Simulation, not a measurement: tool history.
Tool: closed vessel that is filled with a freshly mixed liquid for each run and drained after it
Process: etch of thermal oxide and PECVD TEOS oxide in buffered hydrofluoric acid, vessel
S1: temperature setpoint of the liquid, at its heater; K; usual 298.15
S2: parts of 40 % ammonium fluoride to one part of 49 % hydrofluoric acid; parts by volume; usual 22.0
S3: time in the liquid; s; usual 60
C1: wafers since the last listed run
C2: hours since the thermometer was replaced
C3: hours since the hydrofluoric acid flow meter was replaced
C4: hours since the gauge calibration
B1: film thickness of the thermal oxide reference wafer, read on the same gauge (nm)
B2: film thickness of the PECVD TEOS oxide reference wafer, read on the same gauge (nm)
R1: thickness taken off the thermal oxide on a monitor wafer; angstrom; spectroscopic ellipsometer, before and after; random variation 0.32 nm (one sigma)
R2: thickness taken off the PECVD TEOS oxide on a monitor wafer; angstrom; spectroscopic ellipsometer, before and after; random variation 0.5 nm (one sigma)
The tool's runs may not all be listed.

{"run": 1, "hour": 0.0, "S1": 298.15, "S2": 28.0, "S3": 60, "C1": 0, "C2": 920.2, "C3": 10.8, "C4": 3285.6, "B1": 60.01, "B2": 90.0, "R1": 281.7, "R2": 474.5}
{"run": 2, "hour": 101.5, "S1": 298.15, "S2": 28.0, "S3": 60, "C1": 8696, "C2": 1021.7, "C3": 112.3, "C4": 3387.1, "B1": 59.97, "B2": 89.99, "R1": 281.6, "R2": 467.3}
{"run": 3, "hour": 298.9, "S1": 298.15, "S2": 22.0, "S3": 60, "C1": 16913, "C2": 1219.1, "C3": 309.7, "C4": 3584.5, "B1": 60.01, "B2": 89.99, "R1": 324.6, "R2": 537.1}
{"run": 4, "hour": 386.1, "S1": 298.15, "S2": 22.0, "S3": 60, "C1": 7471, "C2": 1306.3, "C3": 396.9, "C4": 3671.7, "B1": 60.01, "B2": 89.99, "R1": 318.2, "R2": 525.1}
{"run": 5, "hour": 422.8, "S1": 301.15, "S2": 22.0, "S3": 60, "C1": 3144, "C2": 1343.0, "C3": 433.6, "C4": 3708.4, "B1": 60.0, "B2": 90.04, "R1": 369.7, "R2": 618.3}
{"hour": 472.4, "done": "thermometer replaced"}
{"run": 6, "hour": 487.4, "S1": 301.15, "S2": 22.0, "S3": 60, "C1": 5449, "C2": 15.0, "C3": 498.2, "C4": 3773.0, "B1": 60.0, "B2": 90.0, "R1": 412.0, "R2": 671.8}
{"run": 7, "hour": 560.0, "S1": 298.15, "S2": 27.0, "S3": 60, "C1": 6220, "C2": 87.6, "C3": 570.8, "C4": 3845.6, "B1": 60.01, "B2": 90.0, "R1": 298.3, "R2": 494.3}
{"hour": 579.8, "done": "gauge calibrated"}
{"run": 8, "hour": 630.1, "S1": 302.65, "S2": 17.5, "S3": 60, "C1": 6006, "C2": 157.7, "C3": 640.9, "C4": 50.3, "B1": 60.01, "B2": 90.02, "R1": 504.0, "R2": 850.1}
{"run": 9, "hour": 698.9, "S1": 296.65, "S2": 29.0, "S3": 30, "C1": 5894, "C2": 226.5, "C3": 709.7, "C4": 119.1, "B1": 60.0, "B2": 90.03, "R1": 126.5, "R2": 211.4}
{"hour": 723.8, "done": "hydrofluoric acid flow meter replaced"}
{"run": 10, "hour": 777.6, "S1": 298.15, "S2": 30.0, "S3": 85, "C1": 6657, "C2": 305.2, "C3": 53.8, "C4": 197.8, "B1": 59.98, "B2": 90.03, "R1": 404.6, "R2": 670.6}
{"run": 11, "hour": 1042.7, "S1": 298.15, "S2": 22.0, "S3": 60, "C1": 22714, "C2": 570.3, "C3": 318.9, "C4": 462.9, "B1": 60.02, "B2": 90.0, "R1": 341.8, "R2": 565.8}
{"run": 12, "hour": 1146.5, "S1": 298.15, "S2": 22.0, "S3": 60, "C1": 8893, "C2": 674.1, "C3": 422.7, "C4": 566.7, "B1": 59.98, "B2": 90.0, "R1": 329.1, "R2": 551.2}
{"run": 13, "hour": 1186.6, "S1": 303.15, "S2": 26.0, "S3": 30, "C1": 3435, "C2": 714.2, "C3": 462.8, "C4": 606.8, "B1": 60.01, "B2": 89.99, "R1": 191.0, "R2": 317.8}
{"run": 14, "hour": 1286.0, "S1": 296.15, "S2": 15.0, "S3": 60, "C1": 8516, "C2": 813.6, "C3": 562.2, "C4": 706.2, "B1": 60.01, "B2": 90.01, "R1": 403.9, "R2": 679.3}
{"run": 15, "hour": 1351.5, "S1": 295.15, "S2": 26.5, "S3": 85, "C1": 5612, "C2": 879.1, "C3": 627.7, "C4": 771.7, "B1": 60.02, "B2": 89.98, "R1": 344.0, "R2": 566.3}
{"run": 16, "hour": 1452.8, "S1": 298.15, "S2": 22.0, "S3": 90, "C1": 8679, "C2": 980.4, "C3": 729.0, "C4": 873.0, "B1": 60.0, "B2": 90.0, "R1": 475.4, "R2": 797.0}
{"hour": 1469.5, "done": "hydrofluoric acid flow meter replaced"}
{"run": 17, "hour": 1526.1, "S1": 302.15, "S2": 14.0, "S3": 60, "C1": 6194, "C2": 1053.7, "C3": 56.6, "C4": 946.3, "B1": 60.01, "B2": 89.99, "R1": 622.9, "R2": 1040.9}
{"run": 18, "hour": 1589.1, "S1": 298.15, "S2": 22.0, "S3": 60, "C1": 5397, "C2": 1116.7, "C3": 119.6, "C4": 1009.3, "B1": 60.0, "B2": 89.96, "R1": 330.5, "R2": 558.1}
{"run": 19, "hour": 1685.6, "S1": 298.15, "S2": 22.0, "S3": 60, "C1": 8268, "C2": 1213.2, "C3": 216.1, "C4": 1105.8, "B1": 60.01, "B2": 90.02, "R1": 332.9, "R2": 549.1}
{"run": 20, "hour": 1746.1, "S1": 302.65, "S2": 26.5, "S3": 40, "C1": 5183, "C2": 1273.7, "C3": 276.6, "C4": 1166.3, "B1": 59.98, "B2": 89.97, "R1": 243.6, "R2": 399.0}
{"hour": 1769.0, "done": "thermometer replaced"}
{"run": 21, "hour": 1849.3, "S1": 298.15, "S2": 18.0, "S3": 60, "C1": 8756, "C2": 80.3, "C3": 379.8, "C4": 1269.5, "B1": 60.01, "B2": 90.0, "R1": 407.9, "R2": 679.3}
{"run": 22, "hour": 1890.5, "S1": 298.15, "S2": 26.0, "S3": 80, "C1": 3530, "C2": 121.5, "C3": 421.0, "C4": 1310.7, "B1": 60.0, "B2": 89.97, "R1": 411.3, "R2": 678.9}
{"run": 23, "hour": 1987.0, "S1": 295.65, "S2": 15.5, "S3": 60, "C1": 8268, "C2": 218.0, "C3": 517.5, "C4": 1407.2, "B1": 59.99, "B2": 90.0, "R1": 402.9, "R2": 680.1}
{"run": 24, "hour": 2077.3, "S1": 299.65, "S2": 22.0, "S3": 60, "C1": 7737, "C2": 308.3, "C3": 607.8, "C4": 1497.5, "B1": 60.01, "B2": 90.02, "R1": 366.7, "R2": 617.9}
{"run": 25, "hour": 2170.6, "S1": 295.65, "S2": 22.0, "S3": 85, "C1": 7994, "C2": 401.6, "C3": 701.1, "C4": 1590.8, "B1": 59.99, "B2": 90.02, "R1": 418.1, "R2": 684.8}
{"hour": 2222.5, "done": "hydrofluoric acid flow meter replaced"}
{"run": 26, "hour": 2261.1, "S1": 296.65, "S2": 22.0, "S3": 60, "C1": 7668, "C2": 492.1, "C3": 38.6, "C4": 1681.3, "B1": 60.01, "B2": 90.0, "R1": 322.9, "R2": 535.7}

4 ways to go on from here, each from the tool as it stands after run 26. What would each give?
{"run": "A", "hour": 2261.8, "S1": 298.15, "S2": 22.0, "S3": 60, "C1": 59, "C2": 492.8, "C3": 39.3, "C4": 1682.0, "B1": "?", "B2": "?", "R1": "?", "R2": "?"}
{"run": "B", "hour": 2261.8, "S1": 300.65, "S2": 22.0, "S3": 60, "C1": 59, "C2": 492.8, "C3": 39.3, "C4": 1682.0, "B1": "?", "B2": "?", "R1": "?", "R2": "?"}
{"run": "C", "hour": 2261.8, "S1": 298.15, "S2": 25.5, "S3": 60, "C1": 59, "C2": 492.8, "C3": 39.3, "C4": 1682.0, "B1": "?", "B2": "?", "R1": "?", "R2": "?"}
{"run": "D", "hour": 2261.8, "S1": 296.15, "S2": 22.0, "S3": 60, "C1": 59, "C2": 492.8, "C3": 39.3, "C4": 1682.0, "B1": "?", "B2": "?", "R1": "?", "R2": "?"}

run=A B1=60.00 B2=90.01 R1=347.6 R2=574.6
run=B B1=60.00 B2=90.01 R1=398.1 R2=658.2
run=C B1=60.00 B2=90.01 R1=314.0 R2=519.1
run=D B1=60.00 B2=90.01 R1=311.4 R2=514.7
Without the tool's hidden state the same runs would have given:
run=A R1=365.9 R2=604.8
run=B R1=418.8 R2=692.3
run=C R1=330.5 R2=546.4
run=D R1=327.9 R2=542.0
